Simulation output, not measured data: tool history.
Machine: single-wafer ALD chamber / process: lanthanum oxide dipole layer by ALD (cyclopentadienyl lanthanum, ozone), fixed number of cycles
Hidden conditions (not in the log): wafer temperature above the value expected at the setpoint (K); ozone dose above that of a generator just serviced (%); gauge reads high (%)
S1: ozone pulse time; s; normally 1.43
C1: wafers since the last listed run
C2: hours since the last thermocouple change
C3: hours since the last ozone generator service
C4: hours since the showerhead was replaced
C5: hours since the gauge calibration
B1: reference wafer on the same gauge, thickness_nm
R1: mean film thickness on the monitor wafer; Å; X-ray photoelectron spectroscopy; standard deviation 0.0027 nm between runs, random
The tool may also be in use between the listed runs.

Run 1, hour 0: usual settings; C1 0; C2 2698.6; C3 1671.8; C4 7228.6; C5 1055.9; B1 0.601. Result: R1 5.43 Å.
Run 2, hour 25.4: usual settings; C1 630; C2 2724; C3 1697.2; C4 7254; C5 1081.3; B1 0.601. Result: R1 5.43 Å.
Run 3, hour 51.6: usual settings; C1 650; C2 2750.2; C3 1723.4; C4 7280.2; C5 1107.5; B1 0.601. Result: R1 5.41 Å.
Run 4, hour 79.2: usual settings; C1 685; C2 2777.8; C3 1751; C4 7307.8; C5 1135.1; B1 0.602. Result: R1 5.43 Å.
Run 5, hour 97.6: usual settings; C1 456; C2 2796.2; C3 1769.4; C4 7326.2; C5 1153.5; B1 0.602. Result: R1 5.48 Å.
Run 6, hour 118.7: usual settings; C1 523; C2 2817.3; C3 1790.5; C4 7347.3; C5 1174.6; B1 0.603. Result: R1 5.47 Å.
Run 7, hour 133.1: usual settings but S1 1.63 s; C1 357; C2 2831.7; C3 1804.9; C4 7361.7; C5 1189; B1 0.603. Result: R1 5.52 Å.
At hour 143.3: thermocouple changed; heater temperature recalibrated.
Run 8, hour 167.5: usual settings but S1 1.63 s; C1 655; C2 24.2; C3 1839.3; C4 7396.1; C5 1223.4; B1 0.603. Result: R1 5.52 Å.
Run 9, hour 253: usual settings but S1 1.28 s; C1 2123; C2 109.7; C3 1924.8; C4 7481.6; C5 1308.9; B1 0.606. Result: R1 5.34 Å.
At hour 272: ozone generator serviced.
Run 10, hour 275.4: usual settings but S1 1.28 s; C1 357; C2 132.1; C3 3.4; C4 7504; C5 1331.3; B1 0.606. Result: R1 5.32 Å.
Run 11, hour 310.1: usual settings but S1 1.95 s; C1 861; C2 166.8; C3 38.1; C4 7538.7; C5 1366; B1 0.607. Result: R1 5.72 Å.
Run 12, hour 401.8: usual settings but S1 0.96 s; C1 2277; C2 258.5; C3 129.8; C4 7630.4; C5 1457.7; B1 0.607. Result: R1 4.86 Å.
At hour 426.2: showerhead replaced.
Run 13, hour 435.7: usual settings but S1 1.17 s; C1 643; C2 292.4; C3 163.7; C4 9.5; C5 1491.6; B1 0.608. Result: R1 5.25 Å.
Run 14, hour 458.3: usual settings; C1 561; C2 315; C3 186.3; C4 32.1; C5 1514.2; B1 0.609. Result: R1 5.5 Å.
Run 15, hour 473.9: usual settings but S1 1.77 s; C1 387; C2 330.6; C3 201.9; C4 47.7; C5 1529.8; B1 0.609. Result: R1 5.65 Å.
Run 16, hour 509.4: usual settings but S1 1.19 s; C1 881; C2 366.1; C3 237.4; C4 83.2; C5 1565.3; B1 0.609. Result: R1 5.27 Å.
Run 17, hour 530: usual settings; C1 511; C2 386.7; C3 258; C4 103.8; C5 1585.9; B1 0.611. Result: R1 5.5 Å.
Run 18, hour 546.8: usual settings; C1 417; C2 403.5; C3 274.8; C4 120.6; C5 1602.7; B1 0.61. Result: R1 5.45 Å.
Run 19, hour 565.1: usual settings; C1 454; C2 421.8; C3 293.1; C4 138.9; C5 1621; B1 0.611. Result: R1 5.48 Å.
Run 20, hour 596.7: usual settings but S1 1.9 s; C1 784; C2 453.4; C3 324.7; C4 170.5; C5 1652.6; B1 0.611. Result: R1 5.76 Å.
At hour 604.2: gauge calibrated.
Run 21, hour 630.9: usual settings but S1 1.07 s; C1 849; C2 487.6; C3 358.9; C4 204.7; C5 26.7; B1 0.586. Result: R1 4.9 Å.
Run 22, hour 721.5: usual settings but S1 2 s; C1 2249; C2 578.2; C3 449.5; C4 295.3; C5 117.3; B1 0.588. Result: R1 5.5 Å.
Run 23, hour 776.4: usual settings; C1 1363; C2 633.1; C3 504.4; C4 350.2; C5 172.2; B1 0.588. Result: R1 5.31 Å.
Run 24, hour 798.1: usual settings but S1 1.67 s; C1 538; C2 654.8; C3 526.1; C4 371.9; C5 193.9; B1 0.588. Result: R1 5.43 Å.
Run 25, hour 811.5: usual settings but S1 1.72 s; C1 332; C2 668.2; C3 539.5; C4 385.3; C5 207.3; B1 0.589. Result: R1 5.49 Å.
Run 26, hour 841.9: usual settings but S1 1.58 s; C1 754; C2 698.6; C3 569.9; C4 415.7; C5 237.7; B1 0.589. Result: R1 5.43 Å.
Run 27, hour 866.9: usual settings but S1 1.94 s; C1 620; C2 723.6; C3 594.9; C4 440.7; C5 262.7; B1 0.59. Result: R1 5.51 Å.
Run 28, hour 883.9: usual settings but S1 1.98 s; C1 422; C2 740.6; C3 611.9; C4 457.7; C5 279.7; B1 0.59. Result: R1 5.58 Å.
Run 29, hour 917.8: usual settings; C1 841; C2 774.5; C3 645.8; C4 491.6; C5 313.6; B1 0.591. Result: R1 5.35 Å.
Run 30, hour 951.6: usual settings but S1 1.73 s; C1 839; C2 808.3; C3 679.6; C4 525.4; C5 347.4; B1 0.592. Result: R1 5.5 Å.
Run 31, hour 978.8: usual settings but S1 1.14 s; C1 675; C2 835.5; C3 706.8; C4 552.6; C5 374.6; B1 0.592. Result: R1 4.99 Å.
Run 32, hour 991.8: usual settings but S1 1.25 s; C1 322; C2 848.5; C3 719.8; C4 565.6; C5 387.6; B1 0.593. Result: R1 5.23 Å.
Run 33, hour 1006.8: usual settings but S1 1.69 s; C1 372; C2 863.5; C3 734.8; C4 580.6; C5 402.6; B1 0.592. Result: R1 5.49 Å.
Run 34, hour 1028.6: usual settings; C1 541; C2 885.3; C3 756.6; C4 602.4; C5 424.4; B1 0.594. Result: R1 5.34 Å.

Branching from run 34: 4 alternative next runs. What would each branch give?
Run A, hour 1029: usual settings but S1 1.7 s; C1 9; C2 885.7; C3 757; C4 602.8; C5 424.8; B1 ?. Result: R1 ?.
Run B, hour 1029: usual settings but S1 1.08 s; C1 9; C2 885.7; C3 757; C4 602.8; C5 424.8; B1 ?. Result: R1 ?.
Run C, hour 1029: usual settings but S1 0.88 s; C1 9; C2 885.7; C3 757; C4 602.8; C5 424.8; B1 ?. Result: R1 ?.
Run D, hour 1029: usual settings but S1 1 s; C1 9; C2 885.7; C3 757; C4 602.8; C5 424.8; B1 ?. Result: R1 ?.

run     B1    R1
  A  0.593  5.49
  B  0.593  4.94
  C  0.593  4.53
  D  0.593   4.8
Without the tool's unlogged condition, the same runs would have read:
run    R1
  A   5.4
  B  4.87
  C  4.46
  D  4.73

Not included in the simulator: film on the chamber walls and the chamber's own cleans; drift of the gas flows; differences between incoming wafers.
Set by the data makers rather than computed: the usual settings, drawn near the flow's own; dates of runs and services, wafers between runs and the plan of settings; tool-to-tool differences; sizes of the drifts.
